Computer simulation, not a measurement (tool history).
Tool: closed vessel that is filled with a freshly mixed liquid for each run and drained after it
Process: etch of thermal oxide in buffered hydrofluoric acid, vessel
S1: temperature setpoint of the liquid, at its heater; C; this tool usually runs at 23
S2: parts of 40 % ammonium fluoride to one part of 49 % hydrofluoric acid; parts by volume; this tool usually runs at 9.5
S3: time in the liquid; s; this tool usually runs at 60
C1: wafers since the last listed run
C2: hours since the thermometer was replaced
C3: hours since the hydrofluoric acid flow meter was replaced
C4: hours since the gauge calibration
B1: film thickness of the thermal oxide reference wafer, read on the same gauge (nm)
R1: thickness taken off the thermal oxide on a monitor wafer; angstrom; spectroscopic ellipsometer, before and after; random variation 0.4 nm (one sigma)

run,hour,S1,S2,S3,C1,C2,C3,C4,B1,R1
1,0,23,9.5,60,0,497.5,882,1222,80,684.9
2,27.7,23,9.5,60,3506,525.2,909.7,1249.7,79.96,683.5
3,91.6,23,9.5,60,8089,589.1,973.6,1313.6,80,679.1
# hour 160.6: thermometer replaced
# hour 188.3: hydrofluoric acid flow meter replaced
4,235.4,23,9.5,60,17950,74.8,47.1,1457.4,80.02,657.3
5,280.2,23,9.5,40,5671,119.6,91.9,1502.2,80.02,443
6,315,23,9.5,40,4405,154.4,126.7,1537,80.03,445.8
7,366.8,23,9.5,60,6557,206.2,178.5,1588.8,80,663
8,436.8,19.5,9.5,35,8861,276.2,248.5,1658.8,80,317.6
9,494.5,19.5,9.5,35,7304,333.9,306.2,1716.5,80.01,317.7
10,527.4,23,9.5,60,4164,366.8,339.1,1749.4,80.02,657.6
11,570.5,23,9.5,60,5456,409.9,382.2,1792.5,80,661
12,633.6,23,9.5,60,7987,473,445.3,1855.6,79.99,658.8
13,701.3,25.5,9.5,40,8570,540.7,513,1923.3,80,498.3
# hour 743.6: thermometer replaced
14,759.7,23,9.5,60,7266,16.1,571.4,1981.7,80.03,682.8
15,790.2,19.5,8,85,3861,46.6,601.9,2012.2,79.97,957.3
16,928.2,23,9.5,60,17469,184.6,739.9,2150.2,79.99,678
17,998.4,21.5,13,35,8886,254.8,810.1,2220.4,80,275.8
18,1051.9,26,7,85,6772,308.3,863.6,2273.9,80.02,1562.3
19,1111.6,21.5,9.5,60,7557,368,923.3,2333.6,79.99,620.1
# hour 1136.6: gauge calibrated
20,1142.4,23,9.5,60,3899,398.8,954.1,5.8,80.04,686.1
21,1211.4,23,12,60,8734,467.8,1023.1,74.8,80.01,563.6
22,1253.1,25.5,11.5,60,5278,509.5,1064.8,116.5,80.01,677.2
# hour 1290.2: hydrofluoric acid flow meter replaced
23,1290.7,27.5,12,40,4633,547.1,0.5,154.1,80.01,437.1
# hour 1335.5: thermometer replaced
24,1353.9,18.5,7,95,7874,18.4,63.7,217.3,80,1123.7

What does the tool deliver on the next run?
25,1423,23,9.5,45,8747,87.5,132.8,286.4,?,?

B1: 79.99
R1: 497.7 angstrom
Had the tool carried no hidden state, the very same run would have given R1 497.9 angstrom.
